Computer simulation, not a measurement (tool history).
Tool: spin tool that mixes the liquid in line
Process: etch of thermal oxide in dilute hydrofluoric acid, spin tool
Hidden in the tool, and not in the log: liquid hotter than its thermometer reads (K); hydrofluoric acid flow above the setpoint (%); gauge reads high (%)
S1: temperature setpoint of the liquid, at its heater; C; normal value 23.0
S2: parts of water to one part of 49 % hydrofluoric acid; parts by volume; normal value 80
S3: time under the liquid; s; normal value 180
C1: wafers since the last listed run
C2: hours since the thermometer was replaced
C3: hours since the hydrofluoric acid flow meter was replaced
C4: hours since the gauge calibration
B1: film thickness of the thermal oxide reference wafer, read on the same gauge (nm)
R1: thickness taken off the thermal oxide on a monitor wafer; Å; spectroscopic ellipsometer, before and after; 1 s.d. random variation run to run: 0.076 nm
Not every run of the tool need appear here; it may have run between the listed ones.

{"run": 1, "hour": 0.0, "S1": 23.0, "S2": 80, "S3": 180, "C1": 0, "C2": 676.1, "C3": 405.4, "C4": 323.2, "B1": 147.4, "R1": 113.2}
{"run": 2, "hour": 13.1, "S1": 23.0, "S2": 80, "S3": 180, "C1": 102, "C2": 689.2, "C3": 418.5, "C4": 336.3, "B1": 147.38, "R1": 112.9}
{"run": 3, "hour": 35.7, "S1": 23.0, "S2": 80, "S3": 180, "C1": 176, "C2": 711.8, "C3": 441.1, "C4": 358.9, "B1": 147.25, "R1": 114.2}
{"run": 4, "hour": 56.9, "S1": 23.0, "S2": 80, "S3": 180, "C1": 165, "C2": 733.0, "C3": 462.3, "C4": 380.1, "B1": 147.17, "R1": 113.8}
{"run": 5, "hour": 72.4, "S1": 23.0, "S2": 80, "S3": 180, "C1": 121, "C2": 748.5, "C3": 477.8, "C4": 395.6, "B1": 147.01, "R1": 113.4}
{"run": 6, "hour": 98.8, "S1": 23.0, "S2": 60, "S3": 180, "C1": 206, "C2": 774.9, "C3": 504.2, "C4": 422.0, "B1": 146.88, "R1": 153.1}
{"run": 7, "hour": 122.9, "S1": 23.0, "S2": 80, "S3": 180, "C1": 188, "C2": 799.0, "C3": 528.3, "C4": 446.1, "B1": 146.77, "R1": 112.0}
{"run": 8, "hour": 140.7, "S1": 23.0, "S2": 80, "S3": 180, "C1": 139, "C2": 816.8, "C3": 546.1, "C4": 463.9, "B1": 146.63, "R1": 113.3}
{"run": 9, "hour": 156.7, "S1": 23.0, "S2": 80, "S3": 180, "C1": 125, "C2": 832.8, "C3": 562.1, "C4": 479.9, "B1": 146.52, "R1": 114.0}
{"run": 10, "hour": 182.4, "S1": 23.0, "S2": 80, "S3": 180, "C1": 200, "C2": 858.5, "C3": 587.8, "C4": 505.6, "B1": 146.37, "R1": 111.7}
{"run": 11, "hour": 200.4, "S1": 19.5, "S2": 80, "S3": 265, "C1": 140, "C2": 876.5, "C3": 605.8, "C4": 523.6, "B1": 146.29, "R1": 144.2}
{"run": 12, "hour": 231.2, "S1": 23.0, "S2": 55, "S3": 180, "C1": 240, "C2": 907.3, "C3": 636.6, "C4": 554.4, "B1": 146.05, "R1": 169.3}
{"hour": 250.2, "done": "gauge calibrated"}
{"run": 13, "hour": 258.7, "S1": 19.0, "S2": 45, "S3": 235, "C1": 215, "C2": 934.8, "C3": 664.1, "C4": 8.5, "B1": 150.4, "R1": 236.9}
{"hour": 288.5, "done": "hydrofluoric acid flow meter replaced"}
{"run": 14, "hour": 289.9, "S1": 23.0, "S2": 80, "S3": 180, "C1": 236, "C2": 966.0, "C3": 1.4, "C4": 39.7, "B1": 150.25, "R1": 114.5}
{"run": 15, "hour": 302.2, "S1": 23.0, "S2": 80, "S3": 180, "C1": 96, "C2": 978.3, "C3": 13.7, "C4": 52.0, "B1": 150.15, "R1": 116.4}
{"hour": 317.3, "done": "thermometer replaced"}
{"run": 16, "hour": 322.4, "S1": 23.0, "S2": 80, "S3": 180, "C1": 150, "C2": 5.1, "C3": 33.9, "C4": 72.2, "B1": 150.04, "R1": 115.2}
{"run": 17, "hour": 355.9, "S1": 23.0, "S2": 80, "S3": 215, "C1": 261, "C2": 38.6, "C3": 67.4, "C4": 105.7, "B1": 149.83, "R1": 136.5}
{"run": 18, "hour": 457.0, "S1": 26.0, "S2": 60, "S3": 220, "C1": 790, "C2": 139.7, "C3": 168.5, "C4": 206.8, "B1": 149.22, "R1": 216.9}
{"run": 19, "hour": 492.2, "S1": 23.0, "S2": 80, "S3": 180, "C1": 275, "C2": 174.9, "C3": 203.7, "C4": 242.0, "B1": 149.0, "R1": 115.0}
{"run": 20, "hour": 509.7, "S1": 25.0, "S2": 80, "S3": 235, "C1": 136, "C2": 192.4, "C3": 221.2, "C4": 259.5, "B1": 148.88, "R1": 161.7}

Give the tool's hidden conditions for every run:
liquid hotter than its thermometer reads (K): 0 on each run
hydrofluoric acid flow above the setpoint (%): 0 on each run
H1: gauge reads high (%)
run=1 H1=-1.7
run=2 H1=-1.75
run=3 H1=-1.84
run=4 H1=-1.93
run=5 H1=-1.99
run=6 H1=-2.09
run=7 H1=-2.19
run=8 H1=-2.26
run=9 H1=-2.33
run=10 H1=-2.43
run=11 H1=-2.5
run=12 H1=-2.62
run=13 H1=0.257
run=14 H1=0.133
run=15 H1=0.0834
run=16 H1=0.00262
run=17 H1=-0.131
run=18 H1=-0.536
run=19 H1=-0.677
run=20 H1=-0.747

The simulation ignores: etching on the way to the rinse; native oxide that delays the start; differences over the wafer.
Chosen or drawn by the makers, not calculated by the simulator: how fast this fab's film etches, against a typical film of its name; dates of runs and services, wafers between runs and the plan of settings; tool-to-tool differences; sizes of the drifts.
